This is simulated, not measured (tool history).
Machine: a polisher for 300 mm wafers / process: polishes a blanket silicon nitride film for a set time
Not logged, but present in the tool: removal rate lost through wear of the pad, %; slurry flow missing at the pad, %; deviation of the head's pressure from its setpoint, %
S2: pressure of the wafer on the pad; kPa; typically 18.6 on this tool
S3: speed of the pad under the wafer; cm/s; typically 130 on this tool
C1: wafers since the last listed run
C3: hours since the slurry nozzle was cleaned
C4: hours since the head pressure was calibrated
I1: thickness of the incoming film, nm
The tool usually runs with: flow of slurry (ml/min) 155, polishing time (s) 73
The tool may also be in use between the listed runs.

Run 1, hour 0.0: usual settings; C1 0; wafers polished on this pad 448; C3 124.1; C4 101.5; I1 540.2. Result: film removed (angstrom) 1115.
Run 2, hour 99.3: usual settings; C1 899; wafers polished on this pad 1347; C3 223.4; C4 200.8; I1 537.7. Result: film removed (angstrom) 1075.
Run 3, hour 144.3: usual settings; C1 407; wafers polished on this pad 1755; C3 268.4; C4 245.8; I1 550.2. Result: film removed (angstrom) 1087.
Run 4, hour 335.4: usual settings but polishing time (s) 82; C1 1730; wafers polished on this pad 3485; C3 459.5; C4 436.9; I1 542.8. Result: film removed (angstrom) 1127.
At hour 540.2: worn pad replaced by a new one.
At hour 564.8: slurry nozzle cleaned.
Run 5, hour 604.8: usual settings but S3 140 cm/s; C1 2393; wafers polished on this pad 576; C3 40.0; C4 706.3; I1 544.9. Result: film removed (angstrom) 1118.
Run 6, hour 674.0: usual settings but S3 140 cm/s; C1 626; wafers polished on this pad 1202; C3 109.2; C4 775.5; I1 549.0. Result: film removed (angstrom) 1124.
At hour 710.4: head pressure recalibrated.
Run 7, hour 749.1: usual settings; C1 661; wafers polished on this pad 1864; C3 184.3; C4 38.7; I1 532.1. Result: film removed (angstrom) 1121.
Run 8, hour 792.2: usual settings; C1 390; wafers polished on this pad 2254; C3 227.4; C4 81.8; I1 530.6. Result: film removed (angstrom) 1113.
Run 9, hour 848.5: usual settings; C1 509; wafers polished on this pad 2764; C3 283.7; C4 138.1; I1 545.6. Result: film removed (angstrom) 1100.
Run 10, hour 887.5: usual settings; C1 353; wafers polished on this pad 3117; C3 322.7; C4 177.1; I1 536.3. Result: film removed (angstrom) 1072.
Run 11, hour 937.9: usual settings; C1 456; wafers polished on this pad 3574; C3 373.1; C4 227.5; I1 537.4. Result: film removed (angstrom) 1046.
Run 12, hour 1038.2: usual settings; C1 908; wafers polished on this pad 4482; C3 473.4; C4 327.8; I1 545.3. Result: film removed (angstrom) 1039.
Run 13, hour 1088.3: usual settings; C1 453; wafers polished on this pad 4935; C3 523.5; C4 377.9; I1 536.8. Result: film removed (angstrom) 1009.
At hour 1160.0: worn pad replaced by a new one.
At hour 1204.3: slurry nozzle cleaned.
Run 14, hour 1373.0: usual settings but polishing time (s) 84; C1 2532; wafers polished on this pad 1919; C3 168.7; C4 662.6; I1 547.7. Result: film removed (angstrom) 1179.
Run 15, hour 1427.7: usual settings but polishing time (s) 84; C1 495; wafers polished on this pad 2415; C3 223.4; C4 717.3; I1 534.6. Result: film removed (angstrom) 1167.
Run 16, hour 1518.8: usual settings but S2 21.4 kPa; C1 824; wafers polished on this pad 3239; C3 314.5; C4 808.4; I1 541.3. Result: film removed (angstrom) 1136.
Run 17, hour 1587.4: usual settings but S3 96 cm/s; C1 621; wafers polished on this pad 3861; C3 383.1; C4 877.0; I1 540.1. Result: film removed (angstrom) 795.
At hour 1648.9: head pressure recalibrated.
Run 18, hour 1687.5: usual settings but S3 96 cm/s; C1 888; wafers polished on this pad 4749; C3 483.2; C4 38.6; I1 533.9. Result: film removed (angstrom) 834.
At hour 1733.0: worn pad replaced by a new one.
At hour 1794.5: slurry nozzle cleaned.
Run 19, hour 1861.3: usual settings but flow of slurry (ml/min) 180, S2 15.2 kPa, S3 168 cm/s; C1 1528; wafers polished on this pad 1152; C3 66.8; C4 212.4; I1 541.3. Result: film removed (angstrom) 1174.
Run 20, hour 1943.0: usual settings; C1 739; wafers polished on this pad 1892; C3 148.5; C4 294.1; I1 541.8. Result: film removed (angstrom) 1050.
Run 21, hour 2006.0: usual settings but flow of slurry (ml/min) 190; C1 570; wafers polished on this pad 2462; C3 211.5; C4 357.1; I1 533.5. Result: film removed (angstrom) 1066.
Run 22, hour 2101.4: usual settings but flow of slurry (ml/min) 125, S2 22.1 kPa, S3 170 cm/s, polishing time (s) 50; C1 863; wafers polished on this pad 3326; C3 306.9; C4 452.5; I1 541.2. Result: film removed (angstrom) 943.
Run 23, hour 2191.4: usual settings; C1 814; wafers polished on this pad 4141; C3 396.9; C4 542.5; I1 534.8. Result: film removed (angstrom) 1016.
Run 24, hour 2268.9: usual settings but S2 23.4 kPa, S3 156 cm/s; C1 701; wafers polished on this pad 4843; C3 474.4; C4 620.0; I1 534.2. Result: film removed (angstrom) 1393.
Run 25, hour 2344.5: usual settings; C1 684; wafers polished on this pad 5527; C3 550.0; C4 695.6; I1 530.8. Result: film removed (angstrom) 986.
At hour 2412.3: worn pad replaced by a new one.
Run 26, hour 2448.8: usual settings but flow of slurry (ml/min) 100, S2 21.4 kPa, S3 88 cm/s, polishing time (s) 65; C1 908; wafers polished on this pad 330; C3 654.3; C4 799.9; I1 543.9. Result: film removed (angstrom) 623.
At hour 2471.0: head pressure recalibrated.
At hour 2543.6: slurry nozzle cleaned.
Run 27, hour 2599.3: usual settings but flow of slurry (ml/min) 130, S3 104 cm/s; C1 1335; wafers polished on this pad 1665; C3 55.7; C4 128.3; I1 535.5. Result: film removed (angstrom) 906.
Run 28, hour 2693.5: usual settings; C1 852; wafers polished on this pad 2518; C3 149.9; C4 222.5; I1 535.6. Result: film removed (angstrom) 1103.

Run 29 has not been measured yet. What should we expect?
Run 29, hour 2743.6: usual settings; C1 453; wafers polished on this pad 2972; C3 200.0; C4 272.6; I1 531.1. Result: film removed (angstrom) ?.

{"run 29": {"film removed (angstrom)": 1086}}
On a tool with no hidden condition, and with the same random variation, this run would have come out at film removed (angstrom) 1164.

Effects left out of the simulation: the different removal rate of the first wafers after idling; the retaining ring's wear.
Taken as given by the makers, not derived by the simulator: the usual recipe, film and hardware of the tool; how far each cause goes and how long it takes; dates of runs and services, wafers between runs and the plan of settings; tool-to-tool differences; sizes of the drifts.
